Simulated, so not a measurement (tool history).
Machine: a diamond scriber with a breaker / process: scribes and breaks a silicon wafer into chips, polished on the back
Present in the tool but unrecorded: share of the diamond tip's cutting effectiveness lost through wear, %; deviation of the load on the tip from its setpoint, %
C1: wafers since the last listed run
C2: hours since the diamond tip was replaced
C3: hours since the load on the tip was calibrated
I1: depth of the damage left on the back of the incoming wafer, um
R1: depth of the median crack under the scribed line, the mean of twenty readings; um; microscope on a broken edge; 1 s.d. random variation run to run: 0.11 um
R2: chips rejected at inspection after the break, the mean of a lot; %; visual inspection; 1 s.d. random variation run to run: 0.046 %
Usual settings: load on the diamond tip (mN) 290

{"run": 1, "hour": 0.0, "load on the diamond tip (mN)": 290, "C1": 0, "C2": 29.3, "C3": 659.4, "I1": 0.02, "R1": 9.46, "R2": 1.21}
{"run": 2, "hour": 20.0, "load on the diamond tip (mN)": 328, "C1": 24, "C2": 49.3, "C3": 679.4, "I1": 0.03, "R1": 10.66, "R2": 5.16}
{"run": 3, "hour": 38.5, "load on the diamond tip (mN)": 290, "C1": 22, "C2": 67.8, "C3": 697.9, "I1": 0.05, "R1": 9.39, "R2": 0.85}
{"run": 4, "hour": 68.3, "load on the diamond tip (mN)": 290, "C1": 36, "C2": 97.6, "C3": 727.7, "I1": 0.03, "R1": 9.1, "R2": 0.97}
{"run": 5, "hour": 99.6, "load on the diamond tip (mN)": 290, "C1": 38, "C2": 128.9, "C3": 759, "I1": 0.04, "R1": 8.97, "R2": 1}
{"run": 6, "hour": 126.9, "load on the diamond tip (mN)": 290, "C1": 33, "C2": 156.2, "C3": 786.3, "I1": 0.05, "R1": 9.03, "R2": 1.04}
{"run": 7, "hour": 139.5, "load on the diamond tip (mN)": 290, "C1": 15, "C2": 168.8, "C3": 798.9, "I1": 0.04, "R1": 9.16, "R2": 1.07}
{"run": 8, "hour": 164.3, "load on the diamond tip (mN)": 290, "C1": 30, "C2": 193.6, "C3": 823.7, "I1": 0.02, "R1": 9.03, "R2": 1.08}
{"run": 9, "hour": 190.2, "load on the diamond tip (mN)": 290, "C1": 31, "C2": 219.5, "C3": 849.6, "I1": 0.02, "R1": 9.14, "R2": 0.97}
{"run": 10, "hour": 222.5, "load on the diamond tip (mN)": 259, "C1": 39, "C2": 251.8, "C3": 881.9, "I1": 0.03, "R1": 7.87, "R2": 6.03}
{"hour": 231.8, "done": "diamond tip replaced by a new one"}
{"run": 11, "hour": 249.8, "load on the diamond tip (mN)": 290, "C1": 30, "C2": 18, "C3": 909.2, "I1": 0.02, "R1": 9.96, "R2": 2.37}
{"hour": 267.1, "done": "load on the tip recalibrated"}
{"run": 12, "hour": 267.6, "load on the diamond tip (mN)": 239, "C1": 19, "C2": 35.8, "C3": 0.5, "I1": 0.04, "R1": 7, "R2": 16.41}
{"run": 13, "hour": 292.5, "load on the diamond tip (mN)": 248, "C1": 30, "C2": 60.7, "C3": 25.4, "I1": 0.01, "R1": 7.06, "R2": 12.57}
{"run": 14, "hour": 323.6, "load on the diamond tip (mN)": 214, "C1": 37, "C2": 91.8, "C3": 56.5, "I1": 0.05, "R1": 5.56, "R2": 35.38}
{"run": 15, "hour": 345.8, "load on the diamond tip (mN)": 312, "C1": 27, "C2": 114, "C3": 78.7, "I1": 0.03, "R1": 8.99, "R2": 1.03}
{"run": 16, "hour": 360.5, "load on the diamond tip (mN)": 210, "C1": 17, "C2": 128.7, "C3": 93.4, "I1": 0.02, "R1": 5.41, "R2": 40.36}
{"run": 17, "hour": 391.9, "load on the diamond tip (mN)": 290, "C1": 38, "C2": 160.1, "C3": 124.8, "I1": 0.03, "R1": 8.37, "R2": 3.49}
{"run": 18, "hour": 419.0, "load on the diamond tip (mN)": 263, "C1": 32, "C2": 187.2, "C3": 151.9, "I1": 0.02, "R1": 7.5, "R2": 10.57}

Branching from run 18: 3 alternative next runs. What would each branch give?
{"run": "A", "hour": 419.7, "load on the diamond tip (mN)": 255, "C1": 0, "C2": 187.9, "C3": 152.6, "I1": 0.04, "R1": "?", "R2": "?"}
{"run": "B", "hour": 419.7, "load on the diamond tip (mN)": 313, "C1": 0, "C2": 187.9, "C3": 152.6, "I1": 0.04, "R1": "?", "R2": "?"}
{"run": "C", "hour": 419.7, "load on the diamond tip (mN)": 314, "C1": 0, "C2": 187.9, "C3": 152.6, "I1": 0.04, "R1": "?", "R2": "?"}

run=A R1=7.11 R2=13.35
run=B R1=8.99 R2=1.06
run=C R1=9.02 R2=1.03
Stripped of hidden state, with their random variation kept, the same runs would have yielded:
run=A R1=7.96 R2=5.18
run=B R1=10.06 R2=2.22
run=C R1=10.09 R2=2.33

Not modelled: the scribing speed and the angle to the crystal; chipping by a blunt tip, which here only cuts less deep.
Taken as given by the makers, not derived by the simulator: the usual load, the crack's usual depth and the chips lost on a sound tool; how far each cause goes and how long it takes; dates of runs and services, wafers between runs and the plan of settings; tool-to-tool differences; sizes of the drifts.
